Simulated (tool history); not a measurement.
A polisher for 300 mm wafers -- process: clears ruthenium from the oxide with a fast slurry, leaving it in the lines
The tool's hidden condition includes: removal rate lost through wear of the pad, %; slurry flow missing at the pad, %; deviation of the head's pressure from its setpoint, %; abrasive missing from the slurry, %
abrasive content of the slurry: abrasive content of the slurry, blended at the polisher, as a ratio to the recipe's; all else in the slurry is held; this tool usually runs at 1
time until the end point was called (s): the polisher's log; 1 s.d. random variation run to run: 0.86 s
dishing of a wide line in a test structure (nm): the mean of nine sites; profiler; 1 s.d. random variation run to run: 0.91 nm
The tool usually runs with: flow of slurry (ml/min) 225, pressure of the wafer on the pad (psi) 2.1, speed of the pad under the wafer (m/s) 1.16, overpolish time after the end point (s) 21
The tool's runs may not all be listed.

run    hour  flow of slurry (ml/min)  pressure of the wafer on the pad (psi)  speed of the pad under the wafer (m/s)  abrasive content of the slurry  overpolish time after the end point (s)  wafers since the last listed run  wafers polished on this pad  hours since the slurry nozzle was cleaned  hours since the head pressure was calibrated  hours since the slurry blender was calibrated  incoming thickness of the incoming film, nm  time until the end point was called (s)  dishing of a wide line in a test structure (nm)
  1       0                      225                                     2.1                                    1.16                               1                                       21                                 0                         1984                                        547                                         447.4                                          408.8                                        220.7                                     85.8                                             44.9
  2      28                      225                                     2.1                                    1.16                               1                                       21                               318                         2303                                        575                                         475.4                                          436.8                                        221.9                                     87.9                                             46.7
       65.9  -- slurry blender recalibrated
  3    81.9                      150                                     2.7                                    1.16                               1                                       21                               590                         2894                                      628.9                                         529.3                                             16                                          223                                     68.5                                             56.4
       86.3  -- slurry nozzle cleaned
  4   115.9                      225                                     2.1                                    1.16                               1                                       25                               375                         3269                                       29.6                                         563.3                                             50                                        221.4                                     75.9                                             59.5
        129  -- head pressure recalibrated
  5   177.9                      225                                     2.1                                    1.16                               1                                       21                               682                         3952                                       91.6                                          48.9                                            112                                        217.6                                     76.2                                               49
  6   215.2                      225                                     1.7                                    1.28                             1.2                                       21                               424                         4377                                      128.9                                          86.2                                          149.3                                        221.1                                     76.1                                             50.6
  7   270.1                      225                                     2.1                                    1.16                               1                                       21                               624                         5001                                      183.8                                         141.1                                          204.2                                        220.3                                     78.6                                             47.9
      292.1  -- worn pad replaced by a new one
  8     323                      225                                     2.1                                    1.16                               1                                       21                               556                          351                                      236.7                                           194                                          257.1                                        222.4                                     79.8                                             47.5
  9   450.1                      225                                     2.1                                    1.34                               1                                       21                              1446                         1798                                      363.8                                         321.1                                          384.2                                        216.2                                     75.9                                             49.7
 10   503.5                      225                                     2.1                                    1.16                               1                                       21                               607                         2406                                      417.2                                         374.5                                          437.6                                        220.3                                     84.9                                             46.1
      572.4  -- slurry blender recalibrated
      641.9  -- slurry nozzle cleaned
      642.8  -- head pressure recalibrated
 11   687.8                      190                                     2.1                                       1                               1                                       21                              2053                         4459                                       45.9                                            45                                          115.4                                        220.7                                     85.6                                             45.7
 12   717.8                      225                                     2.1                                    1.38                               1                                       21                               341                         4801                                       75.9                                            75                                          145.4                                        223.2                                       72                                             54.5
 13   750.8                      225                                     2.4                                    0.92                             1.1                                       33                               375                         5176                                      108.9                                           108                                          178.4                                        218.3                                     77.4                                             70.8
      777.9  -- worn pad replaced by a new one
 14   815.5                      160                                     1.7                                    1.54                               1                                        9                               690                          428                                      173.6                                         172.7                                          243.1                                        218.2                                       78                                             22.4
 15   859.7                      250                                     1.5                                    1.16                             0.9                                       21                               503                          931                                      217.8                                         216.9                                          287.3                                        220.9                                    100.1                                             39.2
 16   928.8                      225                                     2.1                                     1.5                               1                                       14                               786                         1717                                      286.9                                           286                                          356.4                                        224.2                                     74.1                                             35.4
 17   970.6                      225                                     2.1                                     1.4                               1                                       16                               475                         2193                                      328.7                                         327.8                                          398.2                                        217.8                                     74.9                                             38.8
 18  1039.1                      225                                     2.1                                    1.16                               1                                       11                               779                         2973                                      397.2                                         396.3                                          466.7                                        215.6                                     84.9                                             25.2
     1045.5  -- slurry blender recalibrated
 19  1095.3                      200                                     1.6                                    1.16                               1                                       21                               616                         3590                                      453.4                                         452.5                                           49.8                                        218.5                                       87                                             44.8
 20  1119.4                      275                                     2.1                                    1.16                               1                                       33                               274                         3864                                      477.5                                         476.6                                           73.9                                        222.9                                     76.4                                             73.2
 21  1156.4                      280                                     2.1                                    1.16                               1                                       25                               421                         4285                                      514.5                                         513.6                                          110.9                                        221.7                                     77.2                                             57.9
       1175  -- head pressure recalibrated
 22  1191.8                      250                                     1.5                                    1.16                             0.9                                       21                               380                         4665                                      549.9                                          16.8                                          146.3                                        221.9                                     93.3                                             41.2
 23  1219.6                      170                                     2.5                                    0.82                               1                                       15                               316                         4982                                      577.7                                          44.6                                          174.1                                        221.9                                     86.4                                             34.4
 24  1258.5                      225                                     1.5                                    1.16                             1.3                                       21                               442                         5424                                      616.6                                          83.5                                            213                                        224.7                                     82.8                                             46.9
 25  1290.2                      225                                     2.1                                    1.16                               1                                       21                               360                         5785                                      648.3                                         115.2                                          244.7                                        219.7                                     79.4                                             47.9
     1319.4  -- worn pad replaced by a new one
 26  1324.4                      225                                     2.1                                    1.16                             0.9                                       21                               343                           56                                      682.5                                         149.4                                          278.9                                        219.3                                       86                                             44.3
     1327.5  -- slurry nozzle cleaned
 27  1387.1                      225                                     1.6                                    1.16                               1                                       21                               702                          758                                       59.6                                         212.1                                          341.6                                        215.8                                     89.8                                             41.2

Branching from run 27: 5 alternative next runs. What would each branch give?
  A  1387.5                      225                                     2.3                                    1.16                               1                                       21                                 4                          763                                         60                                         212.5                                            342                                          220                                        ?                                                ?
  B  1387.5                      175                                     2.1                                    1.16                             1.1                                       29                                 4                          763                                         60                                         212.5                                            342                                          220                                        ?                                                ?
  C  1387.5                      225                                     1.9                                    1.16                            1.25                                       21                                 4                          763                                         60                                         212.5                                            342                                          220                                        ?                                                ?
  D  1387.5                      165                                     2.1                                    1.04                             0.9                                       21                                 4                          763                                         60                                         212.5                                            342                                          220                                        ?                                                ?
  E  1387.5                      280                                     2.1                                    1.16                               1                                        9                                 4                          763                                         60                                         212.5                                            342                                          220                                        ?                                                ?

run  time until the end point was called (s)  dishing of a wide line in a test structure (nm)
  A                                     76.2                                             47.8
  B                                       78                                             61.1
  C                                     74.7                                             48.6
  D                                     92.7                                             40.4
  E                                     78.2                                             21.9
Take away the tool's hidden state, keep each run's random variation, and the runs would have read:
run  time until the end point was called (s)  dishing of a wide line in a test structure (nm)
  A                                     68.8                                             52.1
  B                                     70.8                                               66
  C                                     68.3                                             52.4
  D                                     83.1                                             44.4
  E                                     70.6                                             24.1
